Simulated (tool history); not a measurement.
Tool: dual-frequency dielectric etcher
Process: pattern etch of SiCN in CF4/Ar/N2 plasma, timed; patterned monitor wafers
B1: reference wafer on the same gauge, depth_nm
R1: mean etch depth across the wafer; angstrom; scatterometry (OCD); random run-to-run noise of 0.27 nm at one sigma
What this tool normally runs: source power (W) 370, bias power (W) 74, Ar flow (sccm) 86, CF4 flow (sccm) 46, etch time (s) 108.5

{"run": 1, "hour": 0.0, "source power (W)": 370, "bias power (W)": 74, "Ar flow (sccm)": 86, "CF4 flow (sccm)": 53, "etch time (s)": 108.5, "B1": 59.4, "R1": 759}
{"run": 2, "hour": 29.2, "source power (W)": 370, "bias power (W)": 74, "Ar flow (sccm)": 86, "CF4 flow (sccm)": 53, "etch time (s)": 108.5, "B1": 59.4, "R1": 760}
{"run": 3, "hour": 87.0, "source power (W)": 370, "bias power (W)": 74, "Ar flow (sccm)": 86, "CF4 flow (sccm)": 53, "etch time (s)": 108.5, "B1": 59.2, "R1": 760}
{"run": 4, "hour": 116.3, "source power (W)": 370, "bias power (W)": 74, "Ar flow (sccm)": 86, "CF4 flow (sccm)": 48, "etch time (s)": 131.5, "B1": 59.2, "R1": 898}
{"run": 5, "hour": 146.2, "source power (W)": 370, "bias power (W)": 74, "Ar flow (sccm)": 86, "CF4 flow (sccm)": 48, "etch time (s)": 131.5, "B1": 59.0, "R1": 899}
{"run": 6, "hour": 193.2, "source power (W)": 370, "bias power (W)": 74, "Ar flow (sccm)": 86, "CF4 flow (sccm)": 46, "etch time (s)": 108.5, "B1": 58.9, "R1": 733}
{"hour": 246.5, "done": "wet clean of the chamber"}
{"run": 7, "hour": 260.3, "source power (W)": 370, "bias power (W)": 74, "Ar flow (sccm)": 86, "CF4 flow (sccm)": 46, "etch time (s)": 108.5, "B1": 58.7, "R1": 734}
{"hour": 269.4, "done": "bias power generator calibrated"}
{"hour": 310.5, "done": "gauge calibrated"}
{"run": 8, "hour": 316.7, "source power (W)": 370, "bias power (W)": 74, "Ar flow (sccm)": 86, "CF4 flow (sccm)": 53, "etch time (s)": 108.5, "B1": 59.3, "R1": 756}
{"run": 9, "hour": 377.0, "source power (W)": 410, "bias power (W)": 74, "Ar flow (sccm)": 100, "CF4 flow (sccm)": 46, "etch time (s)": 124.5, "B1": 59.2, "R1": 919}
{"hour": 402.2, "done": "source power generator calibrated"}
{"hour": 446.0, "done": "upper electrode replaced"}
{"run": 10, "hour": 446.5, "source power (W)": 370, "bias power (W)": 66, "Ar flow (sccm)": 101, "CF4 flow (sccm)": 46, "etch time (s)": 108.5, "B1": 59.1, "R1": 702}
{"run": 11, "hour": 473.8, "source power (W)": 370, "bias power (W)": 92, "Ar flow (sccm)": 86, "CF4 flow (sccm)": 54, "etch time (s)": 126.5, "B1": 59.1, "R1": 932}
{"hour": 500.5, "done": "Ar flow controller replaced"}
{"run": 12, "hour": 503.6, "source power (W)": 370, "bias power (W)": 69, "Ar flow (sccm)": 70, "CF4 flow (sccm)": 43, "etch time (s)": 139.0, "B1": 59.0, "R1": 951}
{"hour": 560.1, "done": "CF4 flow controller replaced"}
{"hour": 618.9, "done": "wet clean of the chamber"}
{"run": 13, "hour": 619.4, "source power (W)": 430, "bias power (W)": 74, "Ar flow (sccm)": 86, "CF4 flow (sccm)": 46, "etch time (s)": 80.5, "B1": 58.7, "R1": 629}
{"hour": 648.0, "done": "gauge calibrated"}
{"run": 14, "hour": 661.2, "source power (W)": 340, "bias power (W)": 90, "Ar flow (sccm)": 86, "CF4 flow (sccm)": 46, "etch time (s)": 108.5, "B1": 59.5, "R1": 712}
{"run": 15, "hour": 714.8, "source power (W)": 370, "bias power (W)": 74, "Ar flow (sccm)": 86, "CF4 flow (sccm)": 56, "etch time (s)": 108.5, "B1": 59.4, "R1": 766}

Some steps in R1, run to run, broken into two amounts with sign: the step expected even without the hidden condition (settings, incoming material, random variation), and the rest, left for the hidden condition together with whatever gauge scatter is not in both the measured and the hidden-condition-free result:
Hidden state at play: etch rate over this chamber's usual, %; source power that arrives over what is set, %; bias power that arrives over what is set, %; Ar flow that arrives over what is set, %; CF4 flow that arrives over what is set, %; gauge reads high (%).
Run 7 -> 8: CF4 flow (sccm) 46 -> 53, bias power generator calibrated, gauge calibrated. R1 +22 angstrom: hidden state +9, all else +13.
Run 12 -> 13: source power (W) 370 -> 430, bias power (W) 69 -> 74, Ar flow (sccm) 70 -> 86, CF4 flow (sccm) 43 -> 46, etch time (s) 139.0 -> 80.5, CF4 flow controller replaced, wet clean of the chamber. R1 -322 angstrom: hidden state -1, all else -321.

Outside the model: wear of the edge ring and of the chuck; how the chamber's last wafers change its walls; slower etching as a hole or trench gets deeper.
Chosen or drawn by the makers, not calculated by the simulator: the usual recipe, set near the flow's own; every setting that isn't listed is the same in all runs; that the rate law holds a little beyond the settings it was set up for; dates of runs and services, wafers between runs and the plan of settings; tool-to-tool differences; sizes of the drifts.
